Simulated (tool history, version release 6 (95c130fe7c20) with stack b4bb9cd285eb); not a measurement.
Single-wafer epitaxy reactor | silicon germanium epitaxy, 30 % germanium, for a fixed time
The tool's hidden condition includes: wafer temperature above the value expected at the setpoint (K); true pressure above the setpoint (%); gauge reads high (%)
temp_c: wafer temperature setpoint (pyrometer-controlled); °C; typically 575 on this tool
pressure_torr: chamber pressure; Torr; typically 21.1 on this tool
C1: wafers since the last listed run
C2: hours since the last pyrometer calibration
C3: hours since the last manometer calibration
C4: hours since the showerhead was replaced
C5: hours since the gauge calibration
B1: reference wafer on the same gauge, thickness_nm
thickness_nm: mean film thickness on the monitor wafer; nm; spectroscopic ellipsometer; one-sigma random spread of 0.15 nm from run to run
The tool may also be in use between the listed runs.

run 1 day=0.000 | temp_c=564 pressure_torr=21.1 | C1=0 C2=1705.7 C3=1607.0 C4=1251.2 C5=1040.6 | B1=43.040 | thickness_nm=31.779
run 2 day=3.367 | temp_c=564 pressure_torr=21.1 | C1=1578 C2=1786.5 C3=1687.8 C4=1332.0 C5=1121.4 | B1=43.027 | thickness_nm=31.959
run 3 day=5.267 | temp_c=575 pressure_torr=21.1 | C1=890 C2=1832.1 C3=1733.4 C4=1377.6 C5=1167.0 | B1=42.992 | thickness_nm=40.208
run 4 day=8.733 | temp_c=575 pressure_torr=21.1 | C1=1625 C2=1915.3 C3=1816.6 C4=1460.8 C5=1250.2 | B1=42.978 | thickness_nm=40.414
-- day=9.550 gauge calibrated
run 5 day=12.825 | temp_c=580 pressure_torr=21.1 | C1=1918 C2=2013.5 C3=1914.8 C4=1559.0 C5=78.6 | B1=43.011 | thickness_nm=45.290
run 6 day=15.817 | temp_c=580 pressure_torr=21.1 | C1=1402 C2=2085.3 C3=1986.6 C4=1630.8 C5=150.4 | B1=42.956 | thickness_nm=45.653
run 7 day=18.688 | temp_c=580 pressure_torr=21.1 | C1=1345 C2=2154.2 C3=2055.5 C4=1699.7 C5=219.3 | B1=42.963 | thickness_nm=45.462
run 8 day=20.200 | temp_c=575 pressure_torr=21.1 | C1=709 C2=2190.5 C3=2091.8 C4=1736.0 C5=255.6 | B1=42.952 | thickness_nm=40.698
run 9 day=22.625 | temp_c=575 pressure_torr=24.2 | C1=1136 C2=2248.7 C3=2150.0 C4=1794.2 C5=313.8 | B1=42.939 | thickness_nm=43.246
run 10 day=24.942 | temp_c=575 pressure_torr=24.2 | C1=1086 C2=2304.3 C3=2205.6 C4=1849.8 C5=369.4 | B1=43.000 | thickness_nm=43.435
run 11 day=28.033 | temp_c=575 pressure_torr=24.2 | C1=1449 C2=2378.5 C3=2279.8 C4=1924.0 C5=443.6 | B1=42.982 | thickness_nm=43.536
run 12 day=32.050 | temp_c=575 pressure_torr=21.1 | C1=1883 C2=2474.9 C3=2376.2 C4=2020.4 C5=540.0 | B1=43.016 | thickness_nm=41.574
-- day=32.950 pyrometer calibrated
-- day=36.575 capacitance manometer re-zeroed and calibrated
run 13 day=36.596 | temp_c=575 pressure_torr=21.1 | C1=1818 C2=87.5 C3=0.5 C4=2129.5 C5=649.1 | B1=43.044 | thickness_nm=38.889
run 14 day=39.525 | temp_c=575 pressure_torr=21.1 | C1=1373 C2=157.8 C3=70.8 C4=2199.8 C5=719.4 | B1=43.032 | thickness_nm=38.833
-- day=42.179 showerhead replaced
run 15 day=42.608 | temp_c=588 pressure_torr=25.6 | C1=1289 C2=231.8 C3=144.8 C4=10.3 C5=793.4 | B1=42.931 | thickness_nm=55.105
run 16 day=45.575 | temp_c=571 pressure_torr=15.9 | C1=1390 C2=303.0 C3=216.0 C4=81.5 C5=864.6 | B1=43.049 | thickness_nm=31.682
run 17 day=49.421 | temp_c=570 pressure_torr=17.4 | C1=1803 C2=395.3 C3=308.3 C4=173.8 C5=956.9 | B1=42.998 | thickness_nm=32.408
run 18 day=52.938 | temp_c=566 pressure_torr=25.1 | C1=1648 C2=479.7 C3=392.7 C4=258.2 C5=1041.3 | B1=42.941 | thickness_nm=34.036
run 19 day=55.467 | temp_c=575 pressure_torr=21.1 | C1=1185 C2=540.4 C3=453.4 C4=318.9 C5=1102.0 | B1=42.951 | thickness_nm=38.909
run 20 day=58.608 | temp_c=575 pressure_torr=23.4 | C1=1472 C2=615.8 C3=528.8 C4=394.3 C5=1177.4 | B1=43.026 | thickness_nm=40.670
run 21 day=61.200 | temp_c=575 pressure_torr=18.4 | C1=1215 C2=678.0 C3=591.0 C4=456.5 C5=1239.6 | B1=43.039 | thickness_nm=36.842
run 22 day=64.121 | temp_c=568 pressure_torr=24.7 | C1=1369 C2=748.1 C3=661.1 C4=526.6 C5=1309.7 | B1=43.015 | thickness_nm=35.597
-- day=64.325 gauge calibrated
run 23 day=66.033 | temp_c=575 pressure_torr=21.1 | C1=896 C2=794.0 C3=707.0 C4=572.5 C5=41.0 | B1=43.012 | thickness_nm=39.081
run 24 day=68.267 | temp_c=567 pressure_torr=16.7 | C1=1047 C2=847.6 C3=760.6 C4=626.1 C5=94.6 | B1=43.000 | thickness_nm=29.943
run 25 day=71.058 | temp_c=586 pressure_torr=21.1 | C1=1308 C2=914.6 C3=827.6 C4=693.1 C5=161.6 | B1=43.009 | thickness_nm=49.474
run 26 day=75.154 | temp_c=560 pressure_torr=16.8 | C1=1920 C2=1012.9 C3=925.9 C4=791.4 C5=259.9 | B1=43.060 | thickness_nm=25.832
run 27 day=77.983 | temp_c=581 pressure_torr=21.1 | C1=1326 C2=1080.8 C3=993.8 C4=859.3 C5=327.8 | B1=42.952 | thickness_nm=44.447
run 28 day=82.038 | temp_c=585 pressure_torr=16.6 | C1=1900 C2=1178.1 C3=1091.1 C4=956.6 C5=425.1 | B1=42.954 | thickness_nm=44.229
run 29 day=85.012 | temp_c=575 pressure_torr=21.1 | C1=1394 C2=1249.5 C3=1162.5 C4=1028.0 C5=496.5 | B1=42.978 | thickness_nm=39.483

Branching from run 29: 4 alternative next runs. What would each branch give?
run A day=85.029 | temp_c=575 pressure_torr=21.1 | C1=7 C2=1249.9 C3=1162.9 C4=1028.4 C5=496.9 | B1=? | thickness_nm=?
run B day=85.029 | temp_c=583 pressure_torr=17.2 | C1=7 C2=1249.9 C3=1162.9 C4=1028.4 C5=496.9 | B1=? | thickness_nm=?
run C day=85.029 | temp_c=563 pressure_torr=21.1 | C1=7 C2=1249.9 C3=1162.9 C4=1028.4 C5=496.9 | B1=? | thickness_nm=?
run D day=85.029 | temp_c=585 pressure_torr=17.0 | C1=7 C2=1249.9 C3=1162.9 C4=1028.4 C5=496.9 | B1=? | thickness_nm=?

run=A B1=42.995 thickness_nm=39.324
run=B B1=42.995 thickness_nm=43.229
run=C B1=42.995 thickness_nm=30.173
run=D B1=42.995 thickness_nm=44.905
Take away the tool's hidden state, keep each run's random variation, and the runs would have read:
run=A thickness_nm=39.020
run=B thickness_nm=42.903
run=C thickness_nm=29.932
run=D thickness_nm=44.568

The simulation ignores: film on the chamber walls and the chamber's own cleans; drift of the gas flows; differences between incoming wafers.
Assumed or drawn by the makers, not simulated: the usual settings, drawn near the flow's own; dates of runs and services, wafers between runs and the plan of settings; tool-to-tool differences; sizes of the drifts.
